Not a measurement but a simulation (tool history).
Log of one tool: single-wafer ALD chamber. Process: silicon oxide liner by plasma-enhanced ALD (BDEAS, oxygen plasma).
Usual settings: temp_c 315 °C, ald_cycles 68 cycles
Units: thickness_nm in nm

| run | hour | temp_c | ald_cycles | read-back reference wafer on the same gauge, thickness_nm | thickness_nm |
|---|---|---|---|---|---|
| 1 | 0.0 | 315 | 68 | 6.531 | 6.008 |
| 2 | 35.8 | 315 | 68 | 6.537 | 5.990 |
| 3 | 105.6 | 315 | 68 | 6.533 | 5.994 |
| 4 | 153.0 | 315 | 68 | 6.521 | 5.976 |
| 5 | 224.3 | 319 | 65 | 6.519 | 5.689 |
| 6 | 266.3 | 319 | 65 | 6.515 | 5.674 |
|  | 283.2 | gauge calibrated |
| 7 | 295.9 | 319 | 65 | 6.670 | 5.834 |
| 8 | 364.3 | 320 | 68 | 6.635 | 6.041 |
| 9 | 424.7 | 320 | 68 | 6.605 | 6.012 |
| 10 | 480.4 | 320 | 68 | 6.597 | 5.982 |
| 11 | 532.7 | 315 | 58 | 6.574 | 5.138 |
| 12 | 600.9 | 315 | 58 | 6.558 | 5.136 |
| 13 | 627.2 | 315 | 58 | 6.552 | 5.108 |
| 14 | 659.5 | 315 | 73 | 6.548 | 6.460 |
| 15 | 710.8 | 315 | 73 | 6.539 | 6.428 |
| 16 | 761.3 | 315 | 73 | 6.533 | 6.447 |
| 17 | 791.2 | 315 | 68 | 6.533 | 5.960 |
| 18 | 823.4 | 319 | 76 | 6.532 | 6.644 |
| 19 | 849.1 | 315 | 68 | 6.525 | 5.973 |
| 20 | 873.8 | 325 | 63 | 6.522 | 5.437 |
| 21 | 937.0 | 300 | 56 | 6.517 | 5.055 |
| 22 | 1000.0 | 328 | 60 | 6.516 | 5.178 |
| 23 | 1070.7 | 300 | 75 | 6.512 | 6.748 |
| 24 | 1123.6 | 315 | 59 | 6.506 | 5.169 |
|  | 1141.5 | thermocouple changed; heater temperature recalibrated |
| 25 | 1194.2 | 330 | 57 | 6.508 | 4.896 |
|  | 1228.6 | gauge calibrated |
| 26 | 1252.2 | 301 | 57 | 6.663 | 5.240 |
| 27 | 1347.5 | 308 | 63 | 6.615 | 5.677 |
| 28 | 1396.8 | 315 | 68 | 6.601 | 6.058 |
| 29 | 1454.5 | 315 | 75 | 6.581 | 6.674 |
| 30 | 1481.0 | 328 | 68 | 6.572 | 5.916 |
| 31 | 1513.9 | 315 | 68 | 6.572 | 6.012 |
| 32 | 1561.7 | 323 | 61 | 6.560 | 5.314 |
| 33 | 1605.2 | 321 | 76 | 6.549 | 6.624 |

Some steps in thickness_nm between neighbouring runs. How much of each would the tool show without its hidden state too (settings, what came in, random variation), and how much is left for the hidden state, with any gauge scatter that isn't in both results?
The hidden state here: wafer temperature above the value expected at the setpoint (K); gauge reads high (%).
Run 6 -> 7: gauge calibrated. thickness_nm +0.160 nm: hidden state +0.132, all else +0.028.
Run 13 -> 14: ald_cycles 58 -> 73. thickness_nm +1.352 nm: hidden state -0.032, all else +1.384.
Run 22 -> 23: temp_c 328 -> 300, ald_cycles 60 -> 75. thickness_nm +1.570 nm: hidden state -0.043, all else +1.613.
Run 23 -> 24: temp_c 300 -> 315, ald_cycles 75 -> 59. thickness_nm -1.579 nm: hidden state +0.039, all else -1.618.
Run 25 -> 26: temp_c 330 -> 301, gauge calibrated. thickness_nm +0.344 nm: hidden state +0.117, all else +0.227.
